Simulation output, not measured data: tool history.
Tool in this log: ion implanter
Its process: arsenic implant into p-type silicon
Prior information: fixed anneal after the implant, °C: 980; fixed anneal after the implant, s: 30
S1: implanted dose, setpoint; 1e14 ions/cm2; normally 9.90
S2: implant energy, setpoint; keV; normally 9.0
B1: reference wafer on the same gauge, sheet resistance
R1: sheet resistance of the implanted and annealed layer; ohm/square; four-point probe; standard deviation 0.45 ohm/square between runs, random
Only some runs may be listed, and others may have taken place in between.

run	hour	S1	S2	B1	R1
1	0.0	9.90	9.0	173.87	149.67
2	54.3	9.90	9.0	174.14	149.65
3	213.9	9.90	6.5	174.11	158.17
4	248.2	9.90	9.0	174.01	149.70
5	283.7	9.90	9.0	173.88	149.79
6	352.0	9.90	9.0	174.05	149.27
7	414.5	8.42	7.5	173.73	162.32
# hour 465.1: Faraday cup replaced and dose calibrated
8	478.4	8.42	7.5	173.91	164.74
9	527.3	8.42	7.5	173.80	166.15
10	596.0	11.14	9.0	174.01	145.92
11	621.6	11.14	9.0	174.09	146.10
12	651.8	9.90	9.0	173.94	151.11
13	723.2	9.90	9.0	173.98	151.54
14	763.5	9.90	9.0	174.00	150.37
15	803.7	12.81	7.0	173.95	146.51
16	832.9	9.90	10.0	173.75	148.31
17	865.6	8.21	9.0	174.07	161.02
# hour 942.1: extraction supply calibrated
18	942.6	9.90	11.0	174.11	145.25
19	968.8	9.90	9.0	173.93	150.23
# hour 1005.1: gauge calibrated
20	1011.6	11.27	9.0	174.17	145.05
21	1080.5	6.96	6.5	173.90	179.42
22	1144.5	8.17	11.0	173.85	156.02
23	1174.5	9.13	6.0	173.88	163.29
24	1206.0	9.02	9.0	174.05	154.14
25	1237.4	12.52	9.0	173.85	139.55
26	1293.5	9.90	9.0	174.00	150.73
27	1359.2	9.90	7.0	174.11	156.38
28	1427.1	9.90	8.0	174.19	152.86
29	1455.9	9.90	9.0	174.16	149.02

Each row is a separate what-if for the run after 29, all from the same tool condition, not one after another. Results?
A	1456.3	11.30	9.0	?	?
B	1456.3	10.95	9.0	?	?
C	1456.3	11.50	11.5	?	?

run	B1	R1
A	173.97	144.23
B	173.97	145.51
C	173.97	136.79
Take away the tool's hidden state, keep each run's random variation, and the runs would have read:
run	R1
A	146.10
B	147.46
C	138.67
